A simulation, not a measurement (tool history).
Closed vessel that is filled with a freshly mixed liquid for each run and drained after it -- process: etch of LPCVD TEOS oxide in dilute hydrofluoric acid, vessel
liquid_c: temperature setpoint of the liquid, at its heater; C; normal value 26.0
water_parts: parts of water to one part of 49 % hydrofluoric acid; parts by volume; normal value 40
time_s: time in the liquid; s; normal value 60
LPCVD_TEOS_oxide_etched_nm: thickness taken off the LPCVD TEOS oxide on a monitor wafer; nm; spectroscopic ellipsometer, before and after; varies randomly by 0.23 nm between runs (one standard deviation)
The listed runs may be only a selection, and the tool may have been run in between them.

run	hour	liquid_c	water_parts	time_s	read-back film thickness of the LPCVD TEOS oxide reference wafer, read on the same gauge (nm)	LPCVD_TEOS_oxide_etched_nm
1	0.0	26.0	40	60	110.02	39.86
2	54.9	26.0	40	60	110.00	40.52
3	133.5	26.0	40	60	110.01	40.39
4	185.1	26.0	40	60	109.99	40.56
5	270.7	26.0	40	60	110.04	40.51
6	344.7	26.0	40	60	109.98	38.71
7	403.1	26.0	40	60	110.04	38.35
8	508.0	27.5	40	60	109.99	41.24
9	553.8	26.0	40	60	109.98	38.89
10	603.0	26.0	50	60	110.02	30.43
11	679.3	26.0	40	60	109.99	38.77
12	732.1	26.0	40	60	110.00	38.68
13	792.1	26.0	25	75	110.00	78.69
14	860.0	28.0	50	90	110.00	50.74
15	954.2	23.0	25	30	109.99	28.33
16	1042.9	22.5	45	75	110.02	37.64

Not shown: 3 entries that the log had between the listed runs. Between which runs, and how does the tool's hidden state differ before and after?
Logged between run 5 and run 6: hydrofluoric acid flow meter replaced (hour 339.4)
  hydrofluoric acid flow above the setpoint (%): 5.06 -> 0.0354
  difference, measured minus the result without the unlogged condition, LPCVD_TEOS_oxide_etched_nm: +2.06 -> +0.01 nm
Logged between run 12 and run 13: gauge calibrated (hour 764.2)
  hydrofluoric acid flow above the setpoint (%): 0.927 -> 1.07
  difference, measured minus the result without the unlogged condition, LPCVD_TEOS_oxide_etched_nm: +0.38 -> +0.85 nm
Logged between run 13 and run 14: thermometer replaced (hour 828.1)
  hydrofluoric acid flow above the setpoint (%): 1.07 -> 1.22
  difference, measured minus the result without the unlogged condition, LPCVD_TEOS_oxide_etched_nm: +0.85 -> +0.65 nm

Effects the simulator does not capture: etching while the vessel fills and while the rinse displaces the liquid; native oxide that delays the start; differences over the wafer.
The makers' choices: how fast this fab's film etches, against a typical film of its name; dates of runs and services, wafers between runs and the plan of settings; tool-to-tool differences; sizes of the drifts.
